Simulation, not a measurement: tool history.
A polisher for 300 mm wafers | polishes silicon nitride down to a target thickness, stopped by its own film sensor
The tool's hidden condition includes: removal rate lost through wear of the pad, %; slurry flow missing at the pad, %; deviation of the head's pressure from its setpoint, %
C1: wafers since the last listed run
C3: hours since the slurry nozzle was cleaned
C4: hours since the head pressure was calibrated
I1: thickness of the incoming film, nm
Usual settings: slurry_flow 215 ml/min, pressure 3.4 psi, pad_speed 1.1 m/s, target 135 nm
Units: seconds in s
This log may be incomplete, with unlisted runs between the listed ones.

run 1 hour=0 | slurry_flow=215 pressure=3.4 pad_speed=1.1 target=148 | C1=0 wafers_polished_on_this_pad=361 C3=425.3 C4=1.6 | I1=254.6 | seconds=71.6
run 2 hour=57.7 | slurry_flow=215 pressure=3.4 pad_speed=1.1 target=148 | C1=635 wafers_polished_on_this_pad=997 C3=483 C4=59.3 | I1=250.2 | seconds=67.8
run 3 hour=118.9 | slurry_flow=215 pressure=3.4 pad_speed=1.1 target=148 | C1=673 wafers_polished_on_this_pad=1671 C3=544.2 C4=120.5 | I1=253.2 | seconds=70.3
run 4 hour=188.4 | slurry_flow=215 pressure=2.9 pad_speed=1.1 target=135 | C1=765 wafers_polished_on_this_pad=2436 C3=613.7 C4=190 | I1=245.3 | seconds=86.6
-- hour=223.7 worn pad replaced by a new one
run 5 hour=235.5 | slurry_flow=215 pressure=2.9 pad_speed=1.1 target=135 | C1=474 wafers_polished_on_this_pad=129 C3=660.8 C4=237.1 | I1=248.6 | seconds=90
run 6 hour=275.2 | slurry_flow=215 pressure=3.4 pad_speed=1.1 target=135 | C1=437 wafers_polished_on_this_pad=566 C3=700.5 C4=276.8 | I1=252.6 | seconds=80
run 7 hour=300.4 | slurry_flow=215 pressure=3.4 pad_speed=1.1 target=135 | C1=277 wafers_polished_on_this_pad=844 C3=725.7 C4=302 | I1=249.7 | seconds=78.2
run 8 hour=361.1 | slurry_flow=215 pressure=3.4 pad_speed=1.1 target=109 | C1=668 wafers_polished_on_this_pad=1512 C3=786.4 C4=362.7 | I1=245.7 | seconds=95
-- hour=429.9 worn pad replaced by a new one
run 9 hour=430.4 | slurry_flow=215 pressure=3.4 pad_speed=1.1 target=109 | C1=719 wafers_polished_on_this_pad=5 C3=855.7 C4=432 | I1=252.9 | seconds=102.5
run 10 hour=459.6 | slurry_flow=215 pressure=2.6 pad_speed=1.1 target=164 | C1=321 wafers_polished_on_this_pad=327 C3=884.9 C4=461.2 | I1=252.3 | seconds=81.3
run 11 hour=490.6 | slurry_flow=215 pressure=2.6 pad_speed=1.1 target=164 | C1=341 wafers_polished_on_this_pad=668 C3=915.9 C4=492.2 | I1=254.9 | seconds=80.8
run 12 hour=530.8 | slurry_flow=215 pressure=4.1 pad_speed=1.1 target=135 | C1=442 wafers_polished_on_this_pad=1111 C3=956.1 C4=532.4 | I1=247.9 | seconds=64.7
-- hour=557.6 slurry nozzle cleaned
run 13 hour=597.3 | slurry_flow=215 pressure=3.4 pad_speed=1.1 target=135 | C1=721 wafers_polished_on_this_pad=1832 C3=39.7 C4=598.9 | I1=249.9 | seconds=78.8
-- hour=620.7 head pressure recalibrated
-- hour=666 worn pad replaced by a new one
run 14 hour=666.5 | slurry_flow=160 pressure=4.1 pad_speed=1.3 target=153 | C1=696 wafers_polished_on_this_pad=5 C3=108.9 C4=45.8 | I1=247.6 | seconds=47.1
run 15 hour=736.3 | slurry_flow=215 pressure=4.3 pad_speed=0.92 target=135 | C1=768 wafers_polished_on_this_pad=774 C3=178.7 C4=115.6 | I1=249.7 | seconds=70.7
run 16 hour=794.9 | slurry_flow=215 pressure=3.4 pad_speed=1.26 target=159 | C1=645 wafers_polished_on_this_pad=1419 C3=237.3 C4=174.2 | I1=250.2 | seconds=54.5
run 17 hour=834.3 | slurry_flow=215 pressure=3.4 pad_speed=1.1 target=135 | C1=433 wafers_polished_on_this_pad=1853 C3=276.7 C4=213.6 | I1=253.8 | seconds=79.9
run 18 hour=876.3 | slurry_flow=190 pressure=3.4 pad_speed=0.82 target=135 | C1=462 wafers_polished_on_this_pad=2316 C3=318.7 C4=255.6 | I1=249 | seconds=98.9
-- hour=891.8 worn pad replaced by a new one
run 19 hour=912.2 | slurry_flow=215 pressure=3.4 pad_speed=1.1 target=135 | C1=351 wafers_polished_on_this_pad=225 C3=354.6 C4=291.5 | I1=250.3 | seconds=77.5
run 20 hour=938.4 | slurry_flow=215 pressure=3.4 pad_speed=1.1 target=135 | C1=288 wafers_polished_on_this_pad=513 C3=380.8 C4=317.7 | I1=249.4 | seconds=76
run 21 hour=974.8 | slurry_flow=215 pressure=2.8 pad_speed=1.32 target=163 | C1=400 wafers_polished_on_this_pad=914 C3=417.2 C4=354.1 | I1=250.8 | seconds=61.3
run 22 hour=1018.3 | slurry_flow=215 pressure=3.4 pad_speed=0.98 target=135 | C1=479 wafers_polished_on_this_pad=1393 C3=460.7 C4=397.6 | I1=245.2 | seconds=83
run 23 hour=1059.1 | slurry_flow=155 pressure=3.4 pad_speed=1.1 target=135 | C1=449 wafers_polished_on_this_pad=1842 C3=501.5 C4=438.4 | I1=250 | seconds=84.4
-- hour=1112.2 worn pad replaced by a new one
run 24 hour=1126.7 | slurry_flow=170 pressure=4.6 pad_speed=1.46 target=173 | C1=700 wafers_polished_on_this_pad=159 C3=569.1 C4=506 | I1=248.3 | seconds=32.1

Hidden state at the last listed run before each entry between runs and at the first one after, where it differs:
After run 4, before run 5: worn pad replaced by a new one (hour 223.7)
  deviation of the head's pressure from its setpoint, %: -1.38 -> -1.84
  difference, measured minus the result without the unlogged condition, seconds: +1.2 -> +1.7 s
After run 8, before run 9: worn pad replaced by a new one (hour 429.9)
  deviation of the head's pressure from its setpoint, %: -3.07 -> -3.74
  difference, measured minus the result without the unlogged condition, seconds: +2.9 -> +3.9 s
After run 12, before run 13: slurry nozzle cleaned (hour 557.6)
  deviation of the head's pressure from its setpoint, %: -4.72 -> -5.37
  difference, measured minus the result without the unlogged condition, seconds: +3 -> +4.2 s
After run 13, before run 14: head pressure recalibrated (hour 620.7); worn pad replaced by a new one (hour 666)
  deviation of the head's pressure from its setpoint, %: -5.37 -> 0.273
  difference, measured minus the result without the unlogged condition, seconds: +4.2 -> -0.1 s
After run 18, before run 19: worn pad replaced by a new one (hour 891.8)
  deviation of the head's pressure from its setpoint, %: -1.78 -> -2.13
  difference, measured minus the result without the unlogged condition, seconds: +1.7 -> +1.6 s
After run 23, before run 24: worn pad replaced by a new one (hour 1112.2)
  deviation of the head's pressure from its setpoint, %: -3.57 -> -4.23
  difference, measured minus the result without the unlogged condition, seconds: +3 -> +1.3 s

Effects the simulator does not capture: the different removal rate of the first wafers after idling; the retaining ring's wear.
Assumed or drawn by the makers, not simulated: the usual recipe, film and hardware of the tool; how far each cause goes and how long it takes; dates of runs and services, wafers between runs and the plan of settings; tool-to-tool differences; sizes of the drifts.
